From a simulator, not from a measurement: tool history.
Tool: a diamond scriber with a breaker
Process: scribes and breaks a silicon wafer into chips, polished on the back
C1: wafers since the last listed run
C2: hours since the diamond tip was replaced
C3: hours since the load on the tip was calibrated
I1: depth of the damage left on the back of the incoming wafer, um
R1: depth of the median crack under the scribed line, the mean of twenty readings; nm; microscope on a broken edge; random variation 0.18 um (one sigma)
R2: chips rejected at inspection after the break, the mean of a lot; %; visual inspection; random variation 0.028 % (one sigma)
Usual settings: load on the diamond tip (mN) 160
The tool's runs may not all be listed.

{"run": 1, "hour": 0.0, "load on the diamond tip (mN)": 172, "C1": 0, "C2": 174.4, "C3": 733.0, "I1": 0.02, "R1": 13580, "R2": 3.61}
{"hour": 62.5, "done": "load on the tip recalibrated"}
{"run": 2, "hour": 103.5, "load on the diamond tip (mN)": 172, "C1": 306, "C2": 277.9, "C3": 41.0, "I1": 0.03, "R1": 11800, "R2": 1.03}
{"run": 3, "hour": 158.8, "load on the diamond tip (mN)": 160, "C1": 167, "C2": 333.2, "C3": 96.3, "I1": 0.02, "R1": 11540, "R2": 0.68}
{"run": 4, "hour": 207.5, "load on the diamond tip (mN)": 160, "C1": 147, "C2": 381.9, "C3": 145.0, "I1": 0.02, "R1": 11360, "R2": 0.66}
{"run": 5, "hour": 268.4, "load on the diamond tip (mN)": 160, "C1": 184, "C2": 442.8, "C3": 205.9, "I1": 0.04, "R1": 11760, "R2": 0.79}
{"run": 6, "hour": 336.5, "load on the diamond tip (mN)": 176, "C1": 205, "C2": 510.9, "C3": 274.0, "I1": 0.01, "R1": 13200, "R2": 1.88}
{"run": 7, "hour": 384.5, "load on the diamond tip (mN)": 160, "C1": 145, "C2": 558.9, "C3": 322.0, "I1": 0.03, "R1": 12040, "R2": 0.82}
{"hour": 434.3, "done": "diamond tip replaced by a new one"}
{"run": 8, "hour": 438.6, "load on the diamond tip (mN)": 160, "C1": 157, "C2": 4.3, "C3": 376.1, "I1": 0.02, "R1": 11780, "R2": 0.89}
{"run": 9, "hour": 486.0, "load on the diamond tip (mN)": 197, "C1": 143, "C2": 51.7, "C3": 423.5, "I1": 0.02, "R1": 14620, "R2": 5.71}
{"run": 10, "hour": 564.7, "load on the diamond tip (mN)": 160, "C1": 237, "C2": 130.4, "C3": 502.2, "I1": 0.04, "R1": 12230, "R2": 1.14}
{"run": 11, "hour": 634.5, "load on the diamond tip (mN)": 160, "C1": 210, "C2": 200.2, "C3": 572.0, "I1": 0.05, "R1": 12210, "R2": 1.3}
{"run": 12, "hour": 731.1, "load on the diamond tip (mN)": 160, "C1": 291, "C2": 296.8, "C3": 668.6, "I1": 0.04, "R1": 12220, "R2": 1.48}
{"run": 13, "hour": 798.3, "load on the diamond tip (mN)": 179, "C1": 203, "C2": 364.0, "C3": 735.8, "I1": 0.01, "R1": 13440, "R2": 4.26}
{"hour": 861.1, "done": "load on the tip recalibrated"}
{"run": 14, "hour": 900.5, "load on the diamond tip (mN)": 179, "C1": 302, "C2": 466.2, "C3": 39.4, "I1": 0.03, "R1": 12780, "R2": 1.79}
{"hour": 919.4, "done": "diamond tip replaced by a new one"}
{"run": 15, "hour": 979.9, "load on the diamond tip (mN)": 179, "C1": 233, "C2": 60.5, "C3": 118.8, "I1": 0.03, "R1": 13050, "R2": 2.11}
{"run": 16, "hour": 1030.7, "load on the diamond tip (mN)": 160, "C1": 153, "C2": 111.3, "C3": 169.6, "I1": 0.02, "R1": 12050, "R2": 0.79}
{"run": 17, "hour": 1122.0, "load on the diamond tip (mN)": 160, "C1": 275, "C2": 202.6, "C3": 260.9, "I1": 0.04, "R1": 11760, "R2": 0.89}
{"run": 18, "hour": 1177.9, "load on the diamond tip (mN)": 133, "C1": 168, "C2": 258.5, "C3": 316.8, "I1": 0.04, "R1": 10290, "R2": 1.86}
{"run": 19, "hour": 1259.7, "load on the diamond tip (mN)": 196, "C1": 247, "C2": 340.3, "C3": 398.6, "I1": 0.05, "R1": 14360, "R2": 6.07}
{"run": 20, "hour": 1302.9, "load on the diamond tip (mN)": 138, "C1": 130, "C2": 383.5, "C3": 441.8, "I1": 0.05, "R1": 10960, "R2": 1.05}
{"run": 21, "hour": 1362.0, "load on the diamond tip (mN)": 179, "C1": 178, "C2": 442.6, "C3": 500.9, "I1": 0.01, "R1": 13210, "R2": 3.54}
{"run": 22, "hour": 1402.8, "load on the diamond tip (mN)": 112, "C1": 123, "C2": 483.4, "C3": 541.7, "I1": 0.02, "R1": 9190, "R2": 6.12}
{"run": 23, "hour": 1469.8, "load on the diamond tip (mN)": 181, "C1": 202, "C2": 550.4, "C3": 608.7, "I1": 0.05, "R1": 13520, "R2": 4.79}
{"hour": 1503.9, "done": "diamond tip replaced by a new one"}
{"run": 24, "hour": 1540.2, "load on the diamond tip (mN)": 197, "C1": 206, "C2": 36.3, "C3": 679.1, "I1": 0.03, "R1": 14620, "R2": 7.51}
{"run": 25, "hour": 1641.5, "load on the diamond tip (mN)": 129, "C1": 306, "C2": 137.6, "C3": 780.4, "I1": 0.04, "R1": 10620, "R2": 1.28}
{"run": 26, "hour": 1695.4, "load on the diamond tip (mN)": 185, "C1": 162, "C2": 191.5, "C3": 834.3, "I1": 0.04, "R1": 14570, "R2": 6.03}
{"hour": 1741.9, "done": "load on the tip recalibrated"}
{"run": 27, "hour": 1746.7, "load on the diamond tip (mN)": 160, "C1": 148, "C2": 242.8, "C3": 4.8, "I1": 0.04, "R1": 11640, "R2": 0.71}
{"run": 28, "hour": 1815.2, "load on the diamond tip (mN)": 119, "C1": 207, "C2": 311.3, "C3": 73.3, "I1": 0.03, "R1": 8880, "R2": 6.4}
{"run": 29, "hour": 1864.7, "load on the diamond tip (mN)": 187, "C1": 149, "C2": 360.8, "C3": 122.8, "I1": 0.03, "R1": 13520, "R2": 3.42}
{"run": 30, "hour": 1935.0, "load on the diamond tip (mN)": 204, "C1": 212, "C2": 431.1, "C3": 193.1, "I1": 0.03, "R1": 14350, "R2": 6.29}
{"hour": 2089.3, "done": "diamond tip replaced by a new one"}
{"run": 31, "hour": 2215.7, "load on the diamond tip (mN)": 202, "C1": 842, "C2": 126.4, "C3": 473.8, "I1": 0.04, "R1": 14700, "R2": 7.93}
{"run": 32, "hour": 2283.0, "load on the diamond tip (mN)": 113, "C1": 203, "C2": 193.7, "C3": 541.1, "I1": 0.03, "R1": 9140, "R2": 5.42}
{"run": 33, "hour": 2352.6, "load on the diamond tip (mN)": 120, "C1": 210, "C2": 263.3, "C3": 610.7, "I1": 0.05, "R1": 9680, "R2": 3.25}
{"run": 34, "hour": 2407.8, "load on the diamond tip (mN)": 160, "C1": 166, "C2": 318.5, "C3": 665.9, "I1": 0.03, "R1": 12570, "R2": 1.75}
{"run": 35, "hour": 2494.7, "load on the diamond tip (mN)": 174, "C1": 262, "C2": 405.4, "C3": 752.8, "I1": 0.02, "R1": 13610, "R2": 4.05}
{"run": 36, "hour": 2541.0, "load on the diamond tip (mN)": 206, "C1": 139, "C2": 451.7, "C3": 799.1, "I1": 0.02, "R1": 15480, "R2": 11.12}
{"hour": 2611.1, "done": "diamond tip replaced by a new one"}
{"run": 37, "hour": 2611.6, "load on the diamond tip (mN)": 192, "C1": 207, "C2": 0.5, "C3": 869.7, "I1": 0.01, "R1": 15040, "R2": 8.29}

3 ways to go on from here, each from the tool as it stands after run 37. What would each give?
{"run": "A", "hour": 2612.1, "load on the diamond tip (mN)": 160, "C1": 1, "C2": 1.0, "C3": 870.2, "I1": 0.05, "R1": "?", "R2": "?"}
{"run": "B", "hour": 2612.1, "load on the diamond tip (mN)": 148, "C1": 1, "C2": 1.0, "C3": 870.2, "I1": 0.05, "R1": "?", "R2": "?"}
{"run": "C", "hour": 2612.1, "load on the diamond tip (mN)": 175, "C1": 1, "C2": 1.0, "C3": 870.2, "I1": 0.05, "R1": "?", "R2": "?"}

run=A R1=12730 R2=2.24
run=B R1=11910 R2=1.03
run=C R1=13720 R2=4.58
Without the tool's hidden state the same runs would have given:
run=A R1=11220 R2=0.67
run=B R1=10500 R2=1.11
run=C R1=12090 R2=1.22
